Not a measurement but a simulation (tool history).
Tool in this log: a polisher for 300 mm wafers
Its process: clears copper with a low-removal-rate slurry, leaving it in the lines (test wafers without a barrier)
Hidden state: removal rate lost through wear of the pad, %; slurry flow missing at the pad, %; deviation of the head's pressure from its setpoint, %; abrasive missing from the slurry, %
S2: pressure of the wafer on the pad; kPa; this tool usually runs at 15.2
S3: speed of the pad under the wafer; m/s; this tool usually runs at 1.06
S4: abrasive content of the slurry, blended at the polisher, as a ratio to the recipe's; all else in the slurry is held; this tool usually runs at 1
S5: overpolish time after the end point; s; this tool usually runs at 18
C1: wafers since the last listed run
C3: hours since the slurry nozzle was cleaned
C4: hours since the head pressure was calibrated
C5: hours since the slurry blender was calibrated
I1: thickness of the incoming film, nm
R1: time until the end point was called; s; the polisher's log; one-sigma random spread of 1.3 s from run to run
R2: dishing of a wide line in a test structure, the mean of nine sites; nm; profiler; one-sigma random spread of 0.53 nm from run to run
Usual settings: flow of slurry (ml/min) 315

run 1 day=0 | flow_of_slurry_(ml/min)=315 S2=15.2 S3=1.06 S4=1.15 S5=18 | C1=0 wafers_polished_on_this_pad=495 C3=685 C4=474.8 C5=100.6 | I1=347.8 | R1=121.3 R2=40
-- day=0.417 worn pad replaced by a new one
run 2 day=0.504 | flow_of_slurry_(ml/min)=315 S2=15.2 S3=0.82 S4=1.2 S5=18 | C1=77 wafers_polished_on_this_pad=20 C3=697.1 C4=486.9 C5=112.7 | I1=344.8 | R1=144.8 R2=33.3
-- day=0.629 slurry blender recalibrated
run 3 day=0.979 | flow_of_slurry_(ml/min)=375 S2=15.2 S3=1.06 S4=1 S5=25 | C1=90 wafers_polished_on_this_pad=110 C3=708.5 C4=498.3 C5=8.4 | I1=346.1 | R1=117.5 R2=54.6
run 4 day=1.538 | flow_of_slurry_(ml/min)=375 S2=15.2 S3=1.06 S4=1 S5=25 | C1=129 wafers_polished_on_this_pad=239 C3=721.9 C4=511.7 C5=21.8 | I1=340.8 | R1=112.6 R2=55.3
run 5 day=1.917 | flow_of_slurry_(ml/min)=315 S2=15.2 S3=1.06 S4=1 S5=18 | C1=87 wafers_polished_on_this_pad=327 C3=731 C4=520.8 C5=30.9 | I1=346.5 | R1=116 R2=40.7
run 6 day=2.338 | flow_of_slurry_(ml/min)=315 S2=15.2 S3=1.06 S4=1 S5=18 | C1=97 wafers_polished_on_this_pad=424 C3=741.1 C4=530.9 C5=41 | I1=345.2 | R1=115.2 R2=41
run 7 day=2.617 | flow_of_slurry_(ml/min)=315 S2=15.2 S3=1.06 S4=1 S5=18 | C1=64 wafers_polished_on_this_pad=488 C3=747.8 C4=537.6 C5=47.7 | I1=348.2 | R1=115.8 R2=40.1
-- day=2.788 worn pad replaced by a new one
-- day=2.796 head pressure recalibrated
run 8 day=2.992 | flow_of_slurry_(ml/min)=315 S2=15.2 S3=1.06 S4=1 S5=18 | C1=46 wafers_polished_on_this_pad=45 C3=756.8 C4=4.7 C5=56.7 | I1=344.6 | R1=127.7 R2=36.8
-- day=3.067 slurry nozzle cleaned
run 9 day=3.579 | flow_of_slurry_(ml/min)=315 S2=15.2 S3=1.06 S4=1 S5=18 | C1=126 wafers_polished_on_this_pad=171 C3=12.3 C4=18.8 C5=70.8 | I1=350.4 | R1=132.7 R2=35.9
run 10 day=3.933 | flow_of_slurry_(ml/min)=315 S2=15.2 S3=1.06 S4=1 S5=18 | C1=81 wafers_polished_on_this_pad=253 C3=20.8 C4=27.3 C5=79.3 | I1=343.4 | R1=130.8 R2=36.9
run 11 day=4.367 | flow_of_slurry_(ml/min)=410 S2=15.2 S3=1.18 S4=1.3 S5=18 | C1=100 wafers_polished_on_this_pad=353 C3=31.2 C4=37.7 C5=89.7 | I1=347.2 | R1=116.2 R2=41.3
run 12 day=4.817 | flow_of_slurry_(ml/min)=315 S2=13.8 S3=1.06 S4=1 S5=18 | C1=103 wafers_polished_on_this_pad=457 C3=42 C4=48.5 C5=100.5 | I1=347.1 | R1=148.2 R2=32.7
-- day=5.262 worn pad replaced by a new one
run 13 day=5.312 | flow_of_slurry_(ml/min)=245 S2=17.2 S3=1.06 S4=1.2 S5=28 | C1=76 wafers_polished_on_this_pad=11 C3=53.9 C4=60.4 C5=112.4 | I1=347.2 | R1=119.9 R2=59
-- day=5.538 slurry blender recalibrated
run 14 day=5.867 | flow_of_slurry_(ml/min)=315 S2=15.2 S3=1.06 S4=1 S5=12 | C1=108 wafers_polished_on_this_pad=120 C3=67.2 C4=73.7 C5=7.9 | I1=343.1 | R1=127.1 R2=25.4

For run 15, what comes out?
run 15 day=6.25 | flow_of_slurry_(ml/min)=315 S2=15.2 S3=1.06 S4=1 S5=18 | C1=88 wafers_polished_on_this_pad=209 C3=76.4 C4=82.9 C5=17.1 | I1=340.1 | R1=? R2=?

R1: 128.4 s
R2: 37.2 nm
Were there no unlogged condition in the tool, this run, its random variation unchanged, would have produced R1 129.4 s, R2 36.9 nm.

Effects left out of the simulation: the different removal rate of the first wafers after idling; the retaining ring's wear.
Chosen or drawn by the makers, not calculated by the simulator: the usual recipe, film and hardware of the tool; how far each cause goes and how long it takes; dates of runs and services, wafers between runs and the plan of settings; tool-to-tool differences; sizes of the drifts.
